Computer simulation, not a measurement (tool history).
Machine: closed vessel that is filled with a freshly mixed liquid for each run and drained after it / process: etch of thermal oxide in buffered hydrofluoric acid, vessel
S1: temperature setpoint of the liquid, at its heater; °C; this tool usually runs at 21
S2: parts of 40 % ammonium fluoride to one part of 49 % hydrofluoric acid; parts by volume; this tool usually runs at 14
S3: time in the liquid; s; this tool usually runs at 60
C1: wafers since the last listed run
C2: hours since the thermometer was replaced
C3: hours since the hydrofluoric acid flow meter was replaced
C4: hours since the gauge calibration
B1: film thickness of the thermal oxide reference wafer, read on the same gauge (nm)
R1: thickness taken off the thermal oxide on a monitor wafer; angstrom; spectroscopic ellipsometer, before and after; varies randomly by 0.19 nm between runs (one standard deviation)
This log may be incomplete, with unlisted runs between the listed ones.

run	hour	S1	S2	S3	C1	C2	C3	C4	B1	R1
1	0	21	14	60	0	2028.5	1534.6	583.6	60.01	375.3
2	26	23	14	60	2201	2054.5	1560.6	609.6	59.97	421.6
3	57.6	23	14	60	2675	2086.1	1592.2	641.2	59.99	427.2
4	77	23	14	60	1642	2105.5	1611.6	660.6	60	425.9
5	106.3	21	14	60	2480	2134.8	1640.9	689.9	60	378.4
6	121.9	17	11.5	60	1320	2150.4	1656.5	705.5	60.01	367.6
7	149.4	17	11.5	60	2328	2177.9	1684	733	59.99	371
8	177.2	18	14	35	2353	2205.7	1711.8	760.8	59.97	187
9	190	18	14	35	1083	2218.5	1724.6	773.6	60.01	185.8
10	222.2	18	14	35	2725	2250.7	1756.8	805.8	60.01	186.5
# hour 226.5: gauge calibrated
11	257.3	21	14	75	2971	2285.8	1791.9	30.8	60.01	470.4
12	275.8	21	14	75	1566	2304.3	1810.4	49.3	59.99	474.4
13	288.9	21	14	50	1109	2317.4	1823.5	62.4	60.01	316.8
# hour 292.8: thermometer replaced
14	309.8	21	14	50	1684	17	1844.4	83.3	60	316.2
15	325.5	21	14	50	1329	32.7	1860.1	99	60.01	314.3
16	357.9	21	14	60	2742	65.1	1892.5	131.4	60.01	377.9
17	383	23	17	40	2124	90.2	1917.6	156.5	59.99	232.9
18	404.7	25	11	60	1837	111.9	1939.3	178.2	60.02	598.9
19	438.6	21	14	60	2869	145.8	1973.2	212.1	59.98	377.5
20	474	21	14	60	2996	181.2	2008.6	247.5	59.99	376.9
# hour 479.4: hydrofluoric acid flow meter replaced
21	508.6	25	10.5	70	2844	215.8	29.2	282.1	60	732.8
22	521.6	25.5	14	30	1100	228.8	42.2	295.1	60.02	241.1
23	556.5	21	14	60	2954	263.7	77.1	330	59.98	380.2
24	586.8	19	9	40	2565	294	107.4	360.3	60	333.9
25	614.1	21	14	60	2311	321.3	134.7	387.6	59.99	377.6
26	630.3	21	15.5	45	1371	337.5	150.9	403.8	60	258.2
27	648.2	21	14	60	1515	355.4	168.8	421.7	60	377.4
28	673.1	17	12	45	2107	380.3	193.7	446.6	59.99	260.5
29	693	25.5	14	75	1684	400.2	213.6	466.5	59.98	604.2
30	715.1	19	16	85	1870	422.3	235.7	488.6	59.99	417.7
31	749.2	21	14	60	2886	456.4	269.8	522.7	60.01	379.5
32	778.6	21	14	60	2488	485.8	299.2	552.1	59.99	376.9
33	799.7	24	14	60	1786	506.9	320.3	573.2	60.02	447
34	822.7	21	14	90	1947	529.9	343.3	596.2	60.01	563.8

3 ways to go on from here, each from the tool as it stands after run 34. What would each give?
A	823.4	21	14	60	59	530.6	344	596.9	?	?
B	823.4	24	9	45	59	530.6	344	596.9	?	?
C	823.4	25	10.5	95	59	530.6	344	596.9	?	?

run	B1	R1
A	60.01	378.3
B	60.01	496.8
C	60.01	988.4
Had the tool no hidden state, the same runs would have come out as:
run	R1
A	378.3
B	496.8
C	988.4

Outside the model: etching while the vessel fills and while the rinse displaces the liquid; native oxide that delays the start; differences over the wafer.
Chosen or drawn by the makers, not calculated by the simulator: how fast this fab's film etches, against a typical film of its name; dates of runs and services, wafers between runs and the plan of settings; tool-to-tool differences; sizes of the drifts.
